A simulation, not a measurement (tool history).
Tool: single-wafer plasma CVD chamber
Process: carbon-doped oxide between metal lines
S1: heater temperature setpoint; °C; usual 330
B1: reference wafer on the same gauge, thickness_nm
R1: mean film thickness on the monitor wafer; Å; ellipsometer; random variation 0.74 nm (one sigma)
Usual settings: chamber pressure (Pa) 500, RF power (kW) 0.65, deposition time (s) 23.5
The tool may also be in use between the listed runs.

Run 1, hour 0: usual settings; B1 147.932. Result: R1 1454.45 Å.
Run 2, hour 33.2: usual settings but chamber pressure (Pa) 593, RF power (kW) 0.585; B1 148.1. Result: R1 1401.78 Å.
Run 3, hour 49: usual settings but chamber pressure (Pa) 593, RF power (kW) 0.585; B1 147.856. Result: R1 1395.43 Å.
Run 4, hour 89.3: usual settings; B1 148.041. Result: R1 1459.45 Å.
Run 5, hour 109.8: usual settings; B1 148.017. Result: R1 1443.62 Å.
Run 6, hour 143.3: usual settings; B1 148.011. Result: R1 1452.24 Å.
Run 7, hour 178.5: usual settings; B1 147.938. Result: R1 1442.97 Å.
Run 8, hour 195.5: usual settings; B1 148. Result: R1 1452.71 Å.
Run 9, hour 229.8: usual settings; B1 147.922. Result: R1 1441.42 Å.
Run 10, hour 250.7: usual settings but S1 337 °C, RF power (kW) 0.73; B1 147.958. Result: R1 1517.13 Å.
Run 11, hour 275.9: usual settings; B1 147.919. Result: R1 1449.74 Å.
Run 12, hour 307.9: usual settings but S1 319 °C, chamber pressure (Pa) 579, deposition time (s) 24.9; B1 147.909. Result: R1 1624.04 Å.
Run 13, hour 338.7: usual settings; B1 148.083. Result: R1 1454.69 Å.
Run 14, hour 353.9: usual settings but S1 345 °C, chamber pressure (Pa) 608, RF power (kW) 0.575, deposition time (s) 19.9; B1 148.084. Result: R1 1124.94 Å.
Run 15, hour 385.9: usual settings but S1 341 °C, chamber pressure (Pa) 440, RF power (kW) 0.61, deposition time (s) 28.2; B1 147.936. Result: R1 1594.2 Å.
Run 16, hour 409.1: usual settings but chamber pressure (Pa) 539, deposition time (s) 20.4; B1 147.95. Result: R1 1275.76 Å.
Run 17, hour 424.4: usual settings but RF power (kW) 0.715, deposition time (s) 26.5; B1 147.956. Result: R1 1733.73 Å.
Run 18, hour 446.7: usual settings; B1 147.894. Result: R1 1460.86 Å.
At hour 453.4: gauge calibrated.
At hour 473: capacitance manometer re-zeroed and calibrated.
At hour 485.5: showerhead replaced.
Run 19, hour 486: usual settings but S1 322 °C, RF power (kW) 0.73, deposition time (s) 19.6; B1 147.978. Result: R1 1335.92 Å.
At hour 494.3: thermocouple changed; heater temperature recalibrated.
At hour 499.4: RF generator calibrated.
Run 20, hour 504.5: usual settings but RF power (kW) 0.725; B1 148.054. Result: R1 1548.48 Å.
Run 21, hour 525.2: usual settings but RF power (kW) 0.7, deposition time (s) 28.2; B1 148.121. Result: R1 1811.58 Å.
Run 22, hour 543.7: usual settings but S1 344 °C, chamber pressure (Pa) 383, RF power (kW) 0.615, deposition time (s) 20.1; B1 147.779. Result: R1 1123.17 Å.
Run 23, hour 571: usual settings; B1 147.909. Result: R1 1455.3 Å.
Run 24, hour 585.9: usual settings but S1 319 °C, chamber pressure (Pa) 579, RF power (kW) 0.59, deposition time (s) 26.5; B1 148.252. Result: R1 1630.49 Å.
Run 25, hour 606: usual settings but S1 336 °C, chamber pressure (Pa) 600, RF power (kW) 0.7, deposition time (s) 22; B1 148.143. Result: R1 1427.5 Å.
Run 26, hour 635.3: usual settings but deposition time (s) 21.5; B1 148.035. Result: R1 1328.64 Å.
Run 27, hour 648.6: usual settings; B1 148.019. Result: R1 1446.11 Å.
Run 28, hour 671.7: usual settings but chamber pressure (Pa) 576; B1 147.852. Result: R1 1481.7 Å.
Run 29, hour 700.6: usual settings but deposition time (s) 20.8; B1 147.893. Result: R1 1282.15 Å.

Forecast each of these 3 alternatives for the next run:
Run A, hour 701: usual settings; B1 ?. Result: R1 ?.
Run B, hour 701: usual settings but deposition time (s) 26.3; B1 ?. Result: R1 ?.
Run C, hour 701: usual settings but S1 317 °C, chamber pressure (Pa) 400, RF power (kW) 0.75; B1 ?. Result: R1 ?.

run       B1       R1
  A  148.014  1450.91
  B  148.014  1620.87
  C  148.014  1611.85
Without the tool's hidden state the same runs would have given:
run       R1
  A  1450.91
  B  1620.87
  C  1611.85
